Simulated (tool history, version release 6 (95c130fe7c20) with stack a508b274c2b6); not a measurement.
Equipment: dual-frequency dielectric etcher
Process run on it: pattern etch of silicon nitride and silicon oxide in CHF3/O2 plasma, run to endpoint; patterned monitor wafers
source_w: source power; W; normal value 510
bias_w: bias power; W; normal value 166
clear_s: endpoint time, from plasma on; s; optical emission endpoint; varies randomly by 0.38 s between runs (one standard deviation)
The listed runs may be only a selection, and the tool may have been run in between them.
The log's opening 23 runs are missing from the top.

run,hour,source_w,bias_w,wafers since the last listed run,hours since the last wet clean,hours since the last source power generator calibration,hours since the last bias power generator calibration,hours since the last upper electrode change,"incoming incoming film thickness, nm",clear_s
24,293.5,400,155,142,294.4,221.4,284.4,234.2,185.2,143.7
25,301.3,510,166,76,302.2,229.2,292.2,242,182,122.9
26,316.9,560,185,152,317.8,244.8,307.8,257.6,184.6,111.8
27,324.6,430,191,75,325.5,252.5,315.5,265.3,182,122.2
28,331.4,460,185,66,332.3,259.3,322.3,272.1,183.6,121.9
29,338.1,470,153,65,339,266,329,278.8,182.8,132.7
30,345.4,470,137,71,346.3,273.3,336.3,286.1,184.6,141.9
31,351.8,410,204,62,352.7,279.7,342.7,292.5,183,121.4
32,358.4,610,133,64,359.3,286.3,349.3,299.1,183.9,126.6
33,369.4,470,166,107,370.3,297.3,360.3,310.1,181.8,125.8
34,413,430,151,426,413.9,340.9,403.9,353.7,182.6,137.5

Here are 5 independent what-if runs from the current tool condition. What would each one return?
A,413.5,510,192,4,414.4,341.4,404.4,354.2,181,?
B,413.5,580,142,4,414.4,341.4,404.4,354.2,181,?
C,413.5,560,166,4,414.4,341.4,404.4,354.2,181,?
D,413.5,630,166,4,414.4,341.4,404.4,354.2,181,?
E,413.5,440,178,4,414.4,341.4,404.4,354.2,181,?

run,clear_s
A,111.5
B,122.6
C,115
D,109
E,124.1
The same runs, with their run-to-run variation unchanged, on a tool lacking any hidden condition would have given:
run,clear_s
A,117.1
B,128.6
C,120.6
D,114.4
E,130.2
